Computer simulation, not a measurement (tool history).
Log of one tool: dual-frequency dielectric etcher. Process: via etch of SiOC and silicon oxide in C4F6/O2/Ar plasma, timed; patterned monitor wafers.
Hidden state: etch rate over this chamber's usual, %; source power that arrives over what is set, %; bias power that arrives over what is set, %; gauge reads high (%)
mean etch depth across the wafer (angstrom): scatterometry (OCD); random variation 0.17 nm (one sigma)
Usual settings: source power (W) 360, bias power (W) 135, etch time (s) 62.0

| run | day | source power (W) | bias power (W) | etch time (s) | wafers since the last listed run | hours since the last wet clean | hours since the last source power generator calibration | hours since the last bias power generator calibration | hours since the last upper electrode change | hours since the gauge calibration | read-back reference wafer on the same gauge, depth_nm | mean etch depth across the wafer (angstrom) |
|---|---|---|---|---|---|---|---|---|---|---|---|---|
| 1 | 0.000 | 360 | 135 | 62.0 | 0 | 517.8 | 1815.3 | 2443.9 | 4842.5 | 1256.4 | 61.9 | 619 |
| 2 | 1.117 | 360 | 135 | 62.0 | 231 | 544.6 | 1842.1 | 2470.7 | 4869.3 | 1283.2 | 61.9 | 616 |
| 3 | 1.808 | 360 | 135 | 62.0 | 143 | 561.2 | 1858.7 | 2487.3 | 4885.9 | 1299.8 | 61.9 | 614 |
|  | 2.262 | gauge calibrated |
|  | 2.954 | wet clean of the chamber |
| 4 | 3.175 | 360 | 128 | 62.0 | 76 | 5.3 | 1891.5 | 2520.1 | 4918.7 | 21.9 | 61.9 | 624 |
| 5 | 4.662 | 360 | 128 | 62.0 | 308 | 41.0 | 1927.2 | 2555.8 | 4954.4 | 57.6 | 61.9 | 623 |
| 6 | 5.179 | 360 | 128 | 62.0 | 107 | 53.4 | 1939.6 | 2568.2 | 4966.8 | 70.0 | 61.9 | 623 |
|  | 6.142 | bias power generator calibrated |
| 7 | 6.546 | 360 | 135 | 70.0 | 248 | 86.2 | 1972.4 | 9.7 | 4999.6 | 102.8 | 61.9 | 741 |
| 8 | 7.658 | 360 | 166 | 47.5 | 230 | 112.9 | 1999.1 | 36.4 | 5026.3 | 129.5 | 61.9 | 553 |
|  | 7.904 | source power generator calibrated |
|  | 9.188 | upper electrode replaced |
| 9 | 9.208 | 410 | 168 | 69.5 | 79 | 150.1 | 31.3 | 73.6 | 0.5 | 166.7 | 61.9 | 853 |
| 10 | 9.808 | 400 | 168 | 62.0 | 124 | 164.5 | 45.7 | 88.0 | 14.9 | 181.1 | 61.9 | 753 |
| 11 | 11.267 | 360 | 110 | 67.0 | 302 | 199.5 | 80.7 | 123.0 | 49.9 | 216.1 | 61.9 | 633 |
| 12 | 12.975 | 360 | 135 | 62.0 | 354 | 240.5 | 121.7 | 164.0 | 90.9 | 257.1 | 61.9 | 649 |
| 13 | 14.325 | 360 | 124 | 51.5 | 279 | 272.9 | 154.1 | 196.4 | 123.3 | 289.5 | 61.9 | 515 |
| 14 | 15.146 | 360 | 135 | 49.0 | 170 | 292.6 | 173.8 | 216.1 | 143.0 | 309.2 | 61.9 | 510 |
| 15 | 15.679 | 360 | 135 | 55.5 | 110 | 305.4 | 186.6 | 228.9 | 155.8 | 322.0 | 61.9 | 576 |
| 16 | 17.567 | 360 | 162 | 52.5 | 391 | 350.7 | 231.9 | 274.2 | 201.1 | 367.3 | 61.9 | 591 |
| 17 | 18.342 | 400 | 159 | 75.5 | 160 | 369.3 | 250.5 | 292.8 | 219.7 | 385.9 | 61.9 | 878 |
| 18 | 19.154 | 290 | 135 | 62.0 | 168 | 388.8 | 270.0 | 312.3 | 239.2 | 405.4 | 61.9 | 589 |
| 19 | 19.688 | 360 | 135 | 62.0 | 110 | 401.6 | 282.8 | 325.1 | 252.0 | 418.2 | 61.9 | 643 |
| 20 | 20.196 | 360 | 164 | 62.0 | 105 | 413.8 | 295.0 | 337.3 | 264.2 | 430.4 | 61.9 | 698 |
| 21 | 21.304 | 360 | 135 | 62.0 | 229 | 440.4 | 321.6 | 363.9 | 290.8 | 457.0 | 62.0 | 639 |
| 22 | 21.912 | 360 | 116 | 62.0 | 126 | 455.0 | 336.2 | 378.5 | 305.4 | 471.6 | 61.9 | 590 |
|  | 23.508 | wet clean of the chamber |
| 23 | 23.529 | 360 | 135 | 62.0 | 127 | 0.5 | 375.0 | 417.3 | 344.2 | 510.4 | 61.9 | 654 |
| 24 | 24.350 | 420 | 108 | 62.0 | 170 | 20.2 | 394.7 | 437.0 | 363.9 | 530.1 | 61.9 | 622 |
| 25 | 25.717 | 360 | 135 | 62.0 | 283 | 53.0 | 427.5 | 469.8 | 396.7 | 562.9 | 61.9 | 652 |
| 26 | 26.796 | 420 | 135 | 62.0 | 223 | 78.9 | 453.4 | 495.7 | 422.6 | 588.8 | 61.9 | 694 |
| 27 | 27.621 | 360 | 135 | 62.0 | 171 | 98.7 | 473.2 | 515.5 | 442.4 | 608.6 | 61.9 | 649 |
| 28 | 31.829 | 360 | 156 | 62.0 | 872 | 199.7 | 574.2 | 616.5 | 543.4 | 709.6 | 61.9 | 686 |
| 29 | 32.396 | 360 | 135 | 46.5 | 117 | 213.3 | 587.8 | 630.1 | 557.0 | 723.2 | 62.0 | 483 |
| 30 | 33.621 | 360 | 135 | 71.0 | 253 | 242.7 | 617.2 | 659.5 | 586.4 | 752.6 | 61.9 | 739 |

Forecast each of these 4 alternatives for the next run:
| A | 33.638 | 360 | 151 | 62.0 | 3 | 243.1 | 617.6 | 659.9 | 586.8 | 753.0 | ? | ? |
| B | 33.638 | 360 | 135 | 50.0 | 3 | 243.1 | 617.6 | 659.9 | 586.8 | 753.0 | ? | ? |
| C | 33.638 | 360 | 135 | 74.5 | 3 | 243.1 | 617.6 | 659.9 | 586.8 | 753.0 | ? | ? |
| D | 33.638 | 390 | 161 | 67.0 | 3 | 243.1 | 617.6 | 659.9 | 586.8 | 753.0 | ? | ? |

| run | read-back reference wafer on the same gauge, depth_nm | mean etch depth across the wafer (angstrom) |
|---|---|---|
| A | 61.9 | 678 |
| B | 61.9 | 518 |
| C | 61.9 | 772 |
| D | 61.9 | 779 |
Without the tool's hidden state the same runs would have given:
| run | mean etch depth across the wafer (angstrom) |
|---|---|
| A | 694 |
| B | 530 |
| C | 790 |
| D | 798 |
